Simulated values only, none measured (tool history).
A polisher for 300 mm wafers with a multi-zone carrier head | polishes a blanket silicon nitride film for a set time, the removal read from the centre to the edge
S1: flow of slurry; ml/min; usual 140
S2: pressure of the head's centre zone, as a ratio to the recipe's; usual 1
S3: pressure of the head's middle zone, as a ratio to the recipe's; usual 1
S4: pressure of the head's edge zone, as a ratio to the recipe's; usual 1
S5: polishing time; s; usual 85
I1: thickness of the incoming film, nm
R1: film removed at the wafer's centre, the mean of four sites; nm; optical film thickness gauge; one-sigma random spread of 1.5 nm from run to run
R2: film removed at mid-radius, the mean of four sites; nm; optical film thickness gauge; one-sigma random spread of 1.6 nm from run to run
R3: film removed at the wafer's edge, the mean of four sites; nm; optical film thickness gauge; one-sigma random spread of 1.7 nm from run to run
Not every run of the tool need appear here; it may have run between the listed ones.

run 1 hour=0 | S1=140 S2=1 S3=1 S4=1 S5=85 | I1=686.4 | R1=130.4 R2=127.3 R3=127.6
run 2 hour=8.3 | S1=155 S2=1 S3=1 S4=1.11 S5=85 | I1=696 | R1=132.9 R2=130.3 R3=136.4
run 3 hour=26.1 | S1=105 S2=0.96 S3=0.89 S4=0.94 S5=85 | I1=695.8 | R1=116.8 R2=106.5 R3=115.4
run 4 hour=35.8 | S1=140 S2=1 S3=1 S4=1 S5=85 | I1=701 | R1=131.7 R2=127.9 R3=128.5
-- hour=47.5 slurry nozzle cleaned
run 5 hour=49.6 | S1=140 S2=1 S3=1 S4=1 S5=85 | I1=693 | R1=130 R2=128.7 R3=127.1
run 6 hour=59.7 | S1=140 S2=1 S3=1.06 S4=1 S5=85 | I1=703.9 | R1=130.6 R2=137.7 R3=127.8
run 7 hour=68 | S1=165 S2=0.96 S3=1 S4=1 S5=85 | I1=692.4 | R1=131.3 R2=133.9 R3=133.5
run 8 hour=82.2 | S1=140 S2=1 S3=1 S4=1 S5=85 | I1=695.5 | R1=128.9 R2=130 R3=126
-- hour=94.3 worn pad replaced by a new one
run 9 hour=94.8 | S1=140 S2=1 S3=1 S4=1 S5=85 | I1=704.8 | R1=130.3 R2=128.3 R3=128.8
run 10 hour=101.7 | S1=140 S2=1 S3=1 S4=1 S5=85 | I1=696.2 | R1=129 R2=129.3 R3=127.8
run 11 hour=113.7 | S1=140 S2=1 S3=1 S4=1 S5=85 | I1=691.1 | R1=131.2 R2=130.3 R3=127.3
run 12 hour=129.6 | S1=170 S2=1 S3=0.9 S4=1 S5=85 | I1=699.4 | R1=136 R2=121.6 R3=131.2
run 13 hour=141.7 | S1=140 S2=1 S3=1.08 S4=1 S5=85 | I1=707 | R1=128.6 R2=137.3 R3=124.7
-- hour=148.6 carrier head's membrane replaced by a new one
run 14 hour=150 | S1=140 S2=1.07 S3=1.1 S4=1 S5=85 | I1=687.6 | R1=142.6 R2=138.9 R3=126.7
-- hour=152.1 edge zone pressure recalibrated
run 15 hour=157.7 | S1=105 S2=1.06 S3=1 S4=0.9 S5=113 | I1=702.7 | R1=169.2 R2=158.2 R3=152.9
run 16 hour=164.8 | S1=170 S2=1.04 S3=1 S4=1.04 S5=66 | I1=694.8 | R1=111.6 R2=104 R3=105.2
run 17 hour=182.4 | S1=140 S2=1 S3=1 S4=0.91 S5=85 | I1=704 | R1=129.6 R2=128 R3=124.2
run 18 hour=194.1 | S1=140 S2=1.03 S3=1 S4=1 S5=85 | I1=702 | R1=135.5 R2=126.6 R3=125.4
-- hour=238.7 worn pad replaced by a new one
run 19 hour=239.2 | S1=140 S2=1 S3=1 S4=1 S5=105 | I1=701.3 | R1=157 R2=158.4 R3=155.1
run 20 hour=246.9 | S1=140 S2=1 S3=1 S4=1 S5=85 | I1=710.8 | R1=133.8 R2=128 R3=126.8
run 21 hour=268.1 | S1=140 S2=1 S3=1 S4=1 S5=85 | I1=704.7 | R1=129.5 R2=129.1 R3=125.5
run 22 hour=285.4 | S1=140 S2=0.9 S3=1 S4=1 S5=85 | I1=696.6 | R1=118.8 R2=128.8 R3=129.5

What was the tool's hidden state at every run in the log?
removal rate lost through wear of the pad, %: 0 in every run
slurry flow missing at the pad, %: 0 in every run
deviation of the centre zone's pressure from its setpoint, %: 0 in every run
deviation of the edge zone's pressure from its setpoint, %: 0 in every run

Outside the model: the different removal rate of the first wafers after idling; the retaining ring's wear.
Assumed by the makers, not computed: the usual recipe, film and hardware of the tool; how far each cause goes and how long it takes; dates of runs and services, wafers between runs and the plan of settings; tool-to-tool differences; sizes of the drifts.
